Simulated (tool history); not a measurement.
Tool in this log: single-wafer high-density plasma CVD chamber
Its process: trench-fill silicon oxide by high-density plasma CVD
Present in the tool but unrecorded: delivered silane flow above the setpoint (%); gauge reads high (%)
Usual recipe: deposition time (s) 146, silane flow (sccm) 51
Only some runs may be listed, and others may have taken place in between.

| run | hour | deposition time (s) | silane flow (sccm) | wafers since the last listed run | hours since the silane flow controller was replaced | hours since the gauge calibration | read-back reference wafer on the same gauge, thickness_nm | mean film thickness on the monitor wafer (nm) |
|---|---|---|---|---|---|---|---|---|
| 1 | 0 | 146 | 51 | 0 | 4017.6 | 41.3 | 694.485 | 725.834 |
| 2 | 17.3 | 146 | 51 | 267 | 4034.9 | 58.6 | 695.314 | 726.034 |
| 3 | 30.8 | 146 | 51 | 208 | 4048.4 | 72.1 | 695.824 | 730.041 |
| 4 | 43.3 | 160 | 51 | 193 | 4060.9 | 84.6 | 696.292 | 797.563 |
| 5 | 50 | 160 | 51 | 103 | 4067.6 | 91.3 | 696.463 | 798.298 |
| 6 | 66.8 | 146 | 51 | 259 | 4084.4 | 108.1 | 696.991 | 730.799 |
| 7 | 83.5 | 146 | 51 | 258 | 4101.1 | 124.8 | 697.469 | 728.219 |
| 8 | 112.8 | 146 | 59 | 453 | 4130.4 | 154.1 | 697.589 | 794.243 |
|  | 137.2 | silane flow controller replaced |
| 9 | 137.7 | 139 | 51 | 261 | 0.5 | 179 | 697.75 | 692.686 |
| 10 | 161.6 | 139 | 51 | 369 | 24.4 | 202.9 | 698.214 | 693.313 |
| 11 | 179.2 | 146 | 47 | 272 | 42 | 220.5 | 698.366 | 698.344 |
| 12 | 196.5 | 146 | 47 | 267 | 59.3 | 237.8 | 697.977 | 695.949 |
|  | 208.4 | gauge calibrated |
| 13 | 211.2 | 146 | 47 | 227 | 74 | 2.8 | 692.053 | 688.889 |
| 14 | 227.6 | 146 | 60 | 253 | 90.4 | 19.2 | 693.114 | 796.722 |
| 15 | 236.1 | 146 | 55 | 131 | 98.9 | 27.7 | 693.481 | 758.829 |
| 16 | 244 | 146 | 51 | 122 | 106.8 | 35.6 | 694.196 | 726.397 |
| 17 | 259 | 165 | 41 | 232 | 121.8 | 50.6 | 694.715 | 729.717 |
| 18 | 271.3 | 125 | 51 | 190 | 134.1 | 62.9 | 695.697 | 623.184 |
| 19 | 317.5 | 159 | 58 | 714 | 180.3 | 109.1 | 696.678 | 853.863 |
| 20 | 329 | 146 | 51 | 177 | 191.8 | 120.6 | 696.799 | 728.776 |
| 21 | 335.8 | 146 | 51 | 105 | 198.6 | 127.4 | 696.984 | 729.369 |
| 22 | 348.8 | 133 | 45 | 201 | 211.6 | 140.4 | 697.355 | 618.925 |
| 23 | 355.5 | 146 | 42 | 103 | 218.3 | 147.1 | 697.177 | 654.302 |
| 24 | 363.1 | 146 | 51 | 117 | 225.9 | 154.7 | 697.733 | 730.269 |
| 25 | 373.5 | 122 | 45 | 160 | 236.3 | 165.1 | 697.637 | 566.705 |
| 26 | 389.2 | 146 | 45 | 242 | 252 | 180.8 | 697.708 | 680.486 |

Below are 4 alternative next runs, each starting from the tool's condition after run 26. Predict each:
| A | 389.6 | 146 | 51 | 6 | 252.4 | 181.2 | ? | ? |
| B | 389.6 | 125 | 60 | 6 | 252.4 | 181.2 | ? | ? |
| C | 389.6 | 169 | 51 | 6 | 252.4 | 181.2 | ? | ? |
| D | 389.6 | 134 | 41 | 6 | 252.4 | 181.2 | ? | ? |

| run | read-back reference wafer on the same gauge, thickness_nm | mean film thickness on the monitor wafer (nm) |
|---|---|---|
| A | 698.068 | 729.53 |
| B | 698.068 | 688.477 |
| C | 698.068 | 844.456 |
| D | 698.068 | 593.48 |
Take away the tool's hidden state, keep each run's random variation, and the runs would have read:
| run | mean film thickness on the monitor wafer (nm) |
|---|---|
| A | 722.342 |
| B | 681.695 |
| C | 836.136 |
| D | 587.633 |

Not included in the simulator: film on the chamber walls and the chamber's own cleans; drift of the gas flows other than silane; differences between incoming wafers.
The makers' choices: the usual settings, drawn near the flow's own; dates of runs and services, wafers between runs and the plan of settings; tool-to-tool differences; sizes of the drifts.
